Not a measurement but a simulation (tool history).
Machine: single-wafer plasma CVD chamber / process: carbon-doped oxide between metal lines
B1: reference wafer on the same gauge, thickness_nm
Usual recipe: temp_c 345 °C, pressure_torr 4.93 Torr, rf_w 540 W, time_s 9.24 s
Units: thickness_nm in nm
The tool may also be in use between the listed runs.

run 1 hour=0.0 | temp_c=345 pressure_torr=4.93 rf_w=540 time_s=8.08 | B1=46.764 | thickness_nm=44.318
run 2 hour=35.8 | temp_c=345 pressure_torr=4.93 rf_w=540 time_s=8.08 | B1=46.766 | thickness_nm=44.495
run 3 hour=47.8 | temp_c=353 pressure_torr=4.93 rf_w=540 time_s=8.64 | B1=46.794 | thickness_nm=46.766
run 4 hour=78.3 | temp_c=353 pressure_torr=4.93 rf_w=540 time_s=8.64 | B1=46.756 | thickness_nm=46.513
run 5 hour=104.6 | temp_c=353 pressure_torr=4.93 rf_w=540 time_s=8.64 | B1=46.767 | thickness_nm=45.936
run 6 hour=128.3 | temp_c=345 pressure_torr=4.13 rf_w=540 time_s=10.33 | B1=46.893 | thickness_nm=55.367
run 7 hour=159.8 | temp_c=345 pressure_torr=4.93 rf_w=540 time_s=9.24 | B1=46.801 | thickness_nm=50.251
run 8 hour=184.6 | temp_c=345 pressure_torr=4.93 rf_w=540 time_s=9.24 | B1=46.760 | thickness_nm=50.546
run 9 hour=197.0 | temp_c=345 pressure_torr=4.93 rf_w=540 time_s=9.24 | B1=46.783 | thickness_nm=50.625
run 10 hour=216.4 | temp_c=345 pressure_torr=4.93 rf_w=540 time_s=9.24 | B1=46.817 | thickness_nm=50.594
run 11 hour=230.4 | temp_c=333 pressure_torr=6.08 rf_w=605 time_s=7.59 | B1=46.785 | thickness_nm=47.700
run 12 hour=244.5 | temp_c=357 pressure_torr=4.93 rf_w=540 time_s=9.24 | B1=46.778 | thickness_nm=49.460
run 13 hour=304.9 | temp_c=345 pressure_torr=5.85 rf_w=485 time_s=9.24 | B1=46.782 | thickness_nm=47.730
run 14 hour=326.6 | temp_c=345 pressure_torr=4.93 rf_w=540 time_s=9.24 | B1=46.799 | thickness_nm=50.700
run 15 hour=342.7 | temp_c=337 pressure_torr=4.93 rf_w=455 time_s=10.12 | B1=46.772 | thickness_nm=50.371
-- hour=351.1 RF generator calibrated
run 16 hour=360.1 | temp_c=345 pressure_torr=4.93 rf_w=540 time_s=9.24 | B1=46.746 | thickness_nm=50.599
run 17 hour=380.8 | temp_c=358 pressure_torr=4.93 rf_w=540 time_s=9.24 | B1=46.903 | thickness_nm=49.049
-- hour=393.4 showerhead replaced
-- hour=393.5 gauge calibrated
-- hour=394.9 capacitance manometer re-zeroed and calibrated
run 18 hour=419.8 | temp_c=345 pressure_torr=4.93 rf_w=540 time_s=9.24 | B1=46.828 | thickness_nm=50.491
-- hour=439.1 thermocouple changed; heater temperature recalibrated
run 19 hour=444.8 | temp_c=333 pressure_torr=4.09 rf_w=455 time_s=10.32 | B1=46.815 | thickness_nm=50.742
run 20 hour=476.9 | temp_c=354 pressure_torr=4.93 rf_w=490 time_s=9.24 | B1=46.815 | thickness_nm=46.386

Estimate the outcome of run 21 from the log above:
run 21 hour=542.3 | temp_c=340 pressure_torr=4.93 rf_w=500 time_s=9.24 | B1=? | thickness_nm=?

{"run 21": {"B1": 46.817, "thickness_nm": 49.026}}
On a tool with no hidden condition, and with the same random variation, this run would have come out at thickness_nm 49.026 nm.
